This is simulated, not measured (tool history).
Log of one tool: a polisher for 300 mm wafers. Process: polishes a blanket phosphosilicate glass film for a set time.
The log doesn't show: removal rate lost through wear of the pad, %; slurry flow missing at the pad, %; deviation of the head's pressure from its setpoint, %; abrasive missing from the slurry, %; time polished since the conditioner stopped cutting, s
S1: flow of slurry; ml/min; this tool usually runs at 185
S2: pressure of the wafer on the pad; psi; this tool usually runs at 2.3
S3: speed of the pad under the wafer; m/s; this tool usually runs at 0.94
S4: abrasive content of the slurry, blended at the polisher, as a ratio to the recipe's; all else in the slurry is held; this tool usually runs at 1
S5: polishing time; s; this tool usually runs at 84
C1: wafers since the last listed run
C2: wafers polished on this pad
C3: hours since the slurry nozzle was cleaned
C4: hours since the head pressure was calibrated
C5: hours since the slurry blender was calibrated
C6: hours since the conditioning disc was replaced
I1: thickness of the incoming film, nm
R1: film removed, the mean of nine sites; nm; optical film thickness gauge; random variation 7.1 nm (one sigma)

{"run": 1, "hour": 0.0, "S1": 185, "S2": 2.3, "S3": 1.06, "S4": 1, "S5": 106, "C1": 0, "C2": 3680, "C3": 775.8, "C4": 394, "C5": 808.8, "C6": 368.3, "I1": 2699.9, "R1": 672.6}
{"run": 2, "hour": 43.5, "S1": 185, "S2": 2.3, "S3": 1.06, "S4": 1, "S5": 106, "C1": 471, "C2": 4151, "C3": 819.3, "C4": 437.5, "C5": 852.3, "C6": 411.8, "I1": 2738.5, "R1": 662.9}
{"run": 3, "hour": 86.8, "S1": 185, "S2": 2.3, "S3": 0.94, "S4": 1, "S5": 84, "C1": 469, "C2": 4621, "C3": 862.6, "C4": 480.8, "C5": 895.6, "C6": 455.1, "I1": 2753.7, "R1": 458.3}
{"run": 4, "hour": 132.5, "S1": 185, "S2": 2.3, "S3": 0.94, "S4": 1, "S5": 84, "C1": 495, "C2": 5117, "C3": 908.3, "C4": 526.5, "C5": 941.3, "C6": 500.8, "I1": 2762.9, "R1": 469.3}
{"hour": 149.4, "done": "slurry nozzle cleaned"}
{"hour": 155.0, "done": "slurry blender recalibrated"}
{"run": 5, "hour": 205.7, "S1": 185, "S2": 2.9, "S3": 0.76, "S4": 1, "S5": 84, "C1": 761, "C2": 5878, "C3": 56.3, "C4": 599.7, "C5": 50.7, "C6": 574, "I1": 2681.4, "R1": 511.2}
{"run": 6, "hour": 245.4, "S1": 185, "S2": 2.3, "S3": 0.78, "S4": 0.75, "S5": 84, "C1": 430, "C2": 6309, "C3": 96, "C4": 639.4, "C5": 90.4, "C6": 613.7, "I1": 2720.7, "R1": 360}
{"run": 7, "hour": 332.4, "S1": 185, "S2": 2.3, "S3": 0.94, "S4": 1.1, "S5": 84, "C1": 943, "C2": 7252, "C3": 183, "C4": 726.4, "C5": 177.4, "C6": 700.7, "I1": 2697.3, "R1": 487.8}
{"hour": 432.5, "done": "worn pad replaced by a new one"}
{"hour": 451.6, "done": "conditioning disc replaced and pad reconditioned"}
{"hour": 452.8, "done": "head pressure recalibrated"}
{"run": 8, "hour": 642.7, "S1": 185, "S2": 2.7, "S3": 0.94, "S4": 1, "S5": 111, "C1": 3287, "C2": 2244, "C3": 493.3, "C4": 189.9, "C5": 487.7, "C6": 191.1, "I1": 2696.4, "R1": 756.2}
{"run": 9, "hour": 737.0, "S1": 185, "S2": 2.3, "S3": 0.94, "S4": 1, "S5": 66, "C1": 1022, "C2": 3267, "C3": 587.6, "C4": 284.2, "C5": 582, "C6": 285.4, "I1": 2754.3, "R1": 388}
{"hour": 1015.5, "done": "slurry blender recalibrated"}
{"run": 10, "hour": 1034.0, "S1": 185, "S2": 2.3, "S3": 0.82, "S4": 0.75, "S5": 84, "C1": 3199, "C2": 6466, "C3": 884.6, "C4": 581.2, "C5": 18.5, "C6": 582.4, "I1": 2758.9, "R1": 358.3}
{"run": 11, "hour": 1080.3, "S1": 185, "S2": 2.3, "S3": 0.94, "S4": 1, "S5": 84, "C1": 502, "C2": 6968, "C3": 930.9, "C4": 627.5, "C5": 64.8, "C6": 628.7, "I1": 2744.3, "R1": 454.8}
{"hour": 1091.7, "done": "slurry nozzle cleaned"}
{"run": 12, "hour": 1126.7, "S1": 170, "S2": 2.5, "S3": 0.76, "S4": 1, "S5": 84, "C1": 492, "C2": 7461, "C3": 35, "C4": 673.9, "C5": 111.2, "C6": 675.1, "I1": 2766.6, "R1": 437.8}
{"run": 13, "hour": 1216.6, "S1": 145, "S2": 2.3, "S3": 0.94, "S4": 1, "S5": 84, "C1": 974, "C2": 8436, "C3": 124.9, "C4": 763.8, "C5": 201.1, "C6": 765, "I1": 2736.6, "R1": 466.5}
{"hour": 1256.5, "done": "conditioning disc replaced and pad reconditioned"}
{"hour": 1281.2, "done": "head pressure recalibrated"}
{"run": 14, "hour": 1309.3, "S1": 250, "S2": 2.6, "S3": 0.78, "S4": 1.3, "S5": 84, "C1": 961, "C2": 9398, "C3": 217.6, "C4": 28.1, "C5": 293.8, "C6": 52.8, "I1": 2720.3, "R1": 572.1}

Expected results for the next run?
{"hour": 1389.7, "done": "worn pad replaced by a new one"}
{"run": 15, "hour": 1399.9, "S1": 185, "S2": 2.3, "S3": 0.94, "S4": 1.2, "S5": 84, "C1": 939, "C2": 110, "C3": 308.2, "C4": 118.7, "C5": 384.4, "C6": 143.4, "I1": 2733.5, "R1": "?"}

{"run 15": {"R1": 544.3}}
With no hidden state in the tool, this same run would have given R1 553.6 nm.
